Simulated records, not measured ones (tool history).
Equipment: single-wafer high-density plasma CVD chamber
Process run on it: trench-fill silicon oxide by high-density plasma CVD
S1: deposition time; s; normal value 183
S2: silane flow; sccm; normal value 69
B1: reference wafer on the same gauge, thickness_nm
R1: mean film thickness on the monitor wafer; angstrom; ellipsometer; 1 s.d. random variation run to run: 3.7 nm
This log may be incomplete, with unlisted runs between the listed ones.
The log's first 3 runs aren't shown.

run	day	S1	S2	B1	R1
4	7.621	174	73	1068.613	13321.51
5	11.012	159	74	1068.467	12414.74
6	13.212	159	74	1067.568	12355.16
7	17.608	159	74	1066.732	12256.79
8	19.446	183	72	1065.313	13782.41
9	22.208	183	69	1065.002	13232.12
10	26.567	183	69	1065.435	13155.86
11	30.671	183	69	1065.788	13195.46
12	34.642	174	58	1063.749	10494.43
13	36.529	183	59	1062.214	11341.41
14	39.9	183	59	1062.092	11274.3
15	41.825	183	59	1060.655	11225.81
16	43.329	159	69	1061.7	11390.4
17	47.696	159	69	1061.165	11394.65
18	50.379	159	69	1059.158	11341.04
19	52.362	172	69	1057.774	12330.99
20	56.271	211	69	1058.178	15124.27
21	59.817	211	69	1057.024	15095.73
22	63	183	69	1056.112	13027.66
23	65.567	172	79	1054.72	14068.99
24	68.679	198	59	1055.177	12175.43

Predict the results of run 25:
25	70.808	183	69	?	?

For run 25 the tool returned B1 1052.616, R1 13047.73 angstrom.
Without the tool's hidden state the same run would have given R1 13247.05 angstrom.

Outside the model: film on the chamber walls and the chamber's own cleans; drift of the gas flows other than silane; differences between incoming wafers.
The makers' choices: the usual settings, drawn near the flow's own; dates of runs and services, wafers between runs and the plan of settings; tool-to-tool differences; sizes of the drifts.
